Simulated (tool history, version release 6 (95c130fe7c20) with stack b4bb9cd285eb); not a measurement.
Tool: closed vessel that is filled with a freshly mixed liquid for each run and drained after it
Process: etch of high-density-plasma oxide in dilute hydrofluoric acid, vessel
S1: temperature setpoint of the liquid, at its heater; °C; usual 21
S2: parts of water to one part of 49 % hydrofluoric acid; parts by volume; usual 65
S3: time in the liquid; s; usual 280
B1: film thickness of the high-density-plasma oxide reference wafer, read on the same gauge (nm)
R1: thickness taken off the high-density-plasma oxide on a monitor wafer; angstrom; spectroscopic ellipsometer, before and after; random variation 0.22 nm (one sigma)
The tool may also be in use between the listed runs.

| run | hour | S1 | S2 | S3 | B1 | R1 |
|---|---|---|---|---|---|---|
| 1 | 0.0 | 21 | 40 | 160 | 30.00 | 410.4 |
| 2 | 9.1 | 21 | 40 | 160 | 30.02 | 417.0 |
| 3 | 26.4 | 21 | 65 | 280 | 29.98 | 431.8 |
| 4 | 43.9 | 21 | 65 | 280 | 30.03 | 432.7 |
| 5 | 57.2 | 21 | 65 | 280 | 29.99 | 431.1 |
|  | 68.6 | hydrofluoric acid flow meter replaced |
| 6 | 69.0 | 21 | 65 | 280 | 30.01 | 430.3 |
|  | 85.4 | thermometer replaced |
| 7 | 87.0 | 21 | 65 | 280 | 30.00 | 405.9 |
| 8 | 101.7 | 21 | 65 | 280 | 30.00 | 405.7 |
|  | 109.2 | thermometer replaced, repeated, since the last time left the tool worse |
| 9 | 117.6 | 21 | 45 | 280 | 30.00 | 683.3 |
| 10 | 130.9 | 21 | 50 | 280 | 30.01 | 608.1 |
| 11 | 137.8 | 21 | 90 | 280 | 30.00 | 320.4 |

Run 12 comes next. What will it give?
| 12 | 144.1 | 23 | 85 | 280 | ? | ? |

Run 12 gave B1 29.96, R1 371.7 angstrom.
Without the tool's hidden state the same run would have given R1 374.7 angstrom.
